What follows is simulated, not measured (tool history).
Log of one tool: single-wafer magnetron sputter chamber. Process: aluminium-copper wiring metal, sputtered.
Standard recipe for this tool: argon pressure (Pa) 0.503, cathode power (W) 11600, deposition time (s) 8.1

run,hour,argon pressure (Pa),cathode power (W),deposition time (s),wafers since the last listed run,wafers on the sputter target,hours since the last manometer calibration,hours since the magnet pack was replaced,hours since the gauge calibration,"read-back reference wafer on the same gauge, thickness_nm",mean film thickness on the monitor wafer (Å)
1,0,0.503,11600,6.93,0,2385,2042.3,9154.1,58,163.004,1312.63
2,9.9,0.503,11600,6.93,176,2561,2052.2,9164,67.9,163.038,1313.53
3,22.8,0.503,11600,6.93,229,2791,2065.1,9176.9,80.8,163.074,1311.49
4,35.7,0.575,11600,8.1,229,3021,2078,9189.8,93.7,162.996,1486.09
5,45.3,0.575,11600,8.1,170,3191,2087.6,9199.4,103.3,163.035,1485.07
6,61,0.566,11600,8.1,279,3471,2103.3,9215.1,119,162.985,1490.39
7,67,0.566,11600,8.1,106,3578,2109.3,9221.1,125,162.814,1485.58
8,75.6,0.566,11600,8.1,153,3731,2117.9,9229.7,133.6,163.231,1488.86
9,85.1,0.651,11600,7.58,169,3900,2127.4,9239.2,143.1,163.17,1339.1
# hour 96.3: sputter target and shields replaced
10,103,0.503,10550,6.74,176,118,2145.3,9257.1,161,163.061,1198.1
# hour 120.2: magnet pack replaced
# hour 125.4: capacitance manometer re-zeroed and calibrated
11,125.9,0.503,11600,8.1,172,291,0.5,5.7,183.9,162.979,1568.15
12,126.2,0.503,11600,7.04,5,296,0.8,6,184.2,163.113,1358.42
13,133.5,0.671,9050,8.1,129,426,8.1,13.3,191.5,162.996,1130.38

Predict the results of run 14:
# hour 144.1: gauge calibrated
14,145.7,0.503,11600,6.93,217,643,20.3,25.5,1.6,?,?

{"run 14": {"read-back reference wafer on the same gauge, thickness_nm": 162.985, "mean film thickness on the monitor wafer (Å)": 1329.7}}
With the hidden condition absent and the run-to-run variation left alone, this run would have shown mean film thickness on the monitor wafer (Å) 1355.7.

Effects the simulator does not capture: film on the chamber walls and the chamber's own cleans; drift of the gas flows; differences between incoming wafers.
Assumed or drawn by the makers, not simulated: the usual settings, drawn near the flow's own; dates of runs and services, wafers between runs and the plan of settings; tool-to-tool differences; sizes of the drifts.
